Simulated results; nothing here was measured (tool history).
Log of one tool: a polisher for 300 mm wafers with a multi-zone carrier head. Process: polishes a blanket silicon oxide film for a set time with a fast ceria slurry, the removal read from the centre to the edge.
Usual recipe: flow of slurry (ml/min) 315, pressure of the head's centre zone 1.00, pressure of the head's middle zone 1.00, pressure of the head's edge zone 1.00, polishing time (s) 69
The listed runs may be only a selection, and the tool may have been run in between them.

run   hour  flow of slurry (ml/min)  pressure of the head's centre zone  pressure of the head's middle zone  pressure of the head's edge zone  polishing time (s)  incoming thickness of the incoming film, nm  film removed at the wafer's centre (Å)  film removed at mid-radius (Å)  film removed at the wafer's edge (Å)
  1    0.0                      315                                1.00                                1.00                              1.10                  69                                       3479.5                                   13160                           12674                                 12916
  2   17.8                      315                                1.00                                1.05                              1.00                  69                                       3513.5                                   13541                           12815                                 11972
  3   30.4                      405                                0.96                                1.00                              1.08                  61                                       3512.3                                   11411                           11294                                 11478
  4   44.8                      315                                0.92                                1.00                              1.04                  57                                       3489.2                                    9835                           10376                                 10364
      51.9  -- slurry nozzle cleaned
      62.9  -- worn pad replaced by a new one
  5   64.0                      315                                1.11                                1.00                              1.00                  69                                       3511.9                                   15211                           12436                                 12272
  6   72.7                      315                                1.00                                1.00                              1.00                  69                                       3601.2                                   13433                           12296                                 11853
  7   87.6                      315                                1.07                                0.95                              0.89                  69                                       3544.3                                   14940                           11782                                 11403
  8   95.0                      230                                0.95                                0.90                              0.97                  69                                       3518.5                                   12220                           11492                                 11489
      99.3  -- edge zone pressure recalibrated
  9  103.8                      235                                1.06                                1.00                              0.91                  54                                       3559.5                                   11084                            9432                                  8768
 10  110.6                      315                                1.00                                0.90                              1.05                  85                                       3574.3                                   16776                           14218                                 15359
 11  123.5                      315                                1.00                                1.00                              1.00                  69                                       3504.7                                   13552                           12379                                 12089
     133.4  -- centre zone pressure recalibrated
 12  133.9                      315                                1.00                                1.00                              1.09                  52                                       3561.2                                    9301                            9449                                  9606
 13  147.3                      315                                1.00                                1.00                              1.00                  69                                       3571.4                                   12448                           12122                                 12125
 14  156.7                      315                                0.92                                1.09                              1.00                  69                                       3561.6                                   11136                           13096                                 12186
 15  165.5                      315                                1.00                                1.00                              1.00                  69                                       3493.4                                   12451                           12484                                 12181
 16  183.1                      315                                1.00                                1.00                              1.00                  69                                       3529.6                                   12253                           12409                                 12031
     188.4  -- worn pad replaced by a new one
 17  197.8                      315                                0.90                                1.00                              1.00                  80                                       3530.0                                   12552                           14200                                 14002
 18  209.3                      315                                1.00                                1.00                              1.00                  69                                       3600.3                                   12329                           12734                                 12121
 19  224.8                      315                                0.97                                1.00                              1.00                  69                                       3513.0                                   11925                           12279                                 12121
 20  242.3                      240                                1.12                                1.11                              1.00                  87                                       3503.7                                   17550                           16036                                 14922
 21  258.1                      315                                1.00                                1.00                              1.00                  69                                       3556.6                                   12389                           12396                                 11988
 22  270.9                      315                                1.00                                1.04                              1.00                  69                                       3569.4                                   12327                           12565                                 12147

What if the next run were any one of these 4? Each begins from the tool's condition after run 22:
  A  271.3                      315                                1.00                                1.03                              1.00                  69                                       3541.8                                       ?                               ?                                     ?
  B  271.3                      390                                1.10                                1.07                              0.95                  69                                       3541.8                                       ?                               ?                                     ?
  C  271.3                      315                                0.94                                1.00                              0.95                  69                                       3541.8                                       ?                               ?                                     ?
  D  271.3                      285                                1.00                                1.00                              1.00                  69                                       3541.8                                       ?                               ?                                     ?

run  film removed at the wafer's centre (Å)  film removed at mid-radius (Å)  film removed at the wafer's edge (Å)
  A                                   12342                           12384                                 12179
  B                                   14312                           12877                                 11985
  C                                   11341                           12200                                 11815
  D                                   12194                           12062                                 12081
With the hidden condition removed and each run's random variation left untouched, the same runs would have given:
run  film removed at the wafer's centre (Å)  film removed at mid-radius (Å)  film removed at the wafer's edge (Å)
  A                                   11976                           12386                                 12179
  B                                   13892                           12879                                 11985
  C                                   11002                           12202                                 11815
  D                                   11832                           12064                                 12081
